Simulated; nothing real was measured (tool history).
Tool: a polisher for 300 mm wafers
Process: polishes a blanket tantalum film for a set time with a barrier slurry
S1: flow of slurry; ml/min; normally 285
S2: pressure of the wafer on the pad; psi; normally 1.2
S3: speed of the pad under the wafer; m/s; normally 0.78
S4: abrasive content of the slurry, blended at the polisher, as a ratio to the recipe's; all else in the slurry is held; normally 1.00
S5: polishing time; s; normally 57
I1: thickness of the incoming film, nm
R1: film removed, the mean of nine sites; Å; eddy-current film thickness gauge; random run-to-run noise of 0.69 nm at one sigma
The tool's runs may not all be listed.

run	day	S1	S2	S3	S4	S5	I1	R1
1	0.000	265	1.2	0.78	1.00	57	265.8	474
2	0.396	285	1.2	0.78	1.00	57	269.4	479
3	0.779	285	1.2	0.78	1.00	57	265.9	471
4	1.188	285	1.2	0.78	1.00	57	270.6	471
5	1.646	285	1.2	0.78	1.00	57	267.7	463
# day 1.954: slurry nozzle cleaned
# day 2.162: worn pad replaced by a new one
6	2.329	285	1.2	0.78	1.00	57	268.4	486
7	2.867	285	1.2	0.78	1.00	57	269.1	489
8	3.529	285	1.2	0.78	1.00	57	271.1	484
# day 4.058: head pressure recalibrated
9	4.079	285	1.5	0.78	1.00	49	275.4	502
10	4.396	285	1.5	0.78	1.00	49	270.1	507
# day 4.621: worn pad replaced by a new one, of another model than before
11	4.900	285	1.2	0.78	1.00	57	271.4	508
12	5.475	285	1.2	0.78	1.00	57	270.0	479
13	6.125	285	1.2	0.78	1.00	38	271.7	320
14	6.421	285	1.2	0.78	1.00	57	274.0	493
15	7.054	285	1.5	0.78	1.00	57	272.1	616
# day 7.458: worn pad replaced by a new one
# day 7.746: slurry blender recalibrated
16	8.821	285	1.2	0.78	1.00	57	271.1	469
17	9.521	340	1.2	0.64	1.00	57	273.9	421
# day 9.633: slurry nozzle cleaned
# day 9.875: worn pad replaced by a new one
18	10.038	285	0.9	0.78	1.30	57	271.8	402
19	10.292	220	1.2	0.78	1.00	57	275.2	485
20	10.596	355	1.2	0.78	1.00	51	267.3	446
21	11.300	285	1.2	0.78	1.00	57	269.9	488
22	11.700	285	1.0	0.78	1.15	69	266.2	526
23	12.062	285	1.0	0.78	1.00	71	268.0	512
24	12.462	285	1.2	0.78	1.00	57	272.9	505

Branching from run 24: 3 alternative next runs. What would each branch give?
A	12.479	285	1.2	0.78	1.00	66	272.9	?
B	12.479	260	1.5	1.04	1.00	57	272.9	?
C	12.479	285	1.2	0.78	1.25	57	272.9	?

run	R1
A	563
B	747
C	514
Without the tool's unlogged condition, the same runs would have read:
run	R1
A	569
B	755
C	518
